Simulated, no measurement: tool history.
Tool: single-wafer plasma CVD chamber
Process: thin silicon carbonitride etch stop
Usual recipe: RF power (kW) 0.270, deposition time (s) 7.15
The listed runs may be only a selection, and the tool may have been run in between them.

run	hour	RF power (kW)	deposition time (s)	read-back reference wafer on the same gauge, thickness_nm	mean film thickness on the monitor wafer (Å)
1	0.0	0.270	8.09	5.240	58.47
2	93.5	0.255	6.37	5.245	45.47
3	160.0	0.255	6.37	5.233	45.63
4	264.2	0.255	6.37	5.236	45.55
5	317.6	0.270	7.15	5.239	51.45
# hour 359.2: thermocouple changed; heater temperature recalibrated
6	365.5	0.270	7.15	5.232	51.53
7	459.0	0.270	7.15	5.242	51.49
8	554.4	0.270	7.15	5.244	51.80
# hour 569.9: showerhead replaced
9	620.1	0.290	6.60	5.233	48.17
# hour 648.0: gauge calibrated
10	666.0	0.285	6.31	5.239	45.85
# hour 711.9: RF generator calibrated
11	757.7	0.290	7.60	5.235	55.80
12	847.9	0.245	7.73	5.236	55.02
13	924.6	0.250	8.12	5.239	57.94
14	1026.0	0.315	5.91	5.241	43.84

3 options for the next run, each taken on its own from the tool as it stands now. Forecast them:
A	1026.4	0.270	7.15	?	?
B	1026.4	0.310	6.14	?	?
C	1026.4	0.270	7.75	?	?

run	read-back reference wafer on the same gauge, thickness_nm	mean film thickness on the monitor wafer (Å)
A	5.233	51.75
B	5.233	45.58
C	5.233	56.09
With the hidden condition removed and each run's random variation left untouched, the same runs would have given:
run	mean film thickness on the monitor wafer (Å)
A	51.75
B	45.58
C	56.09
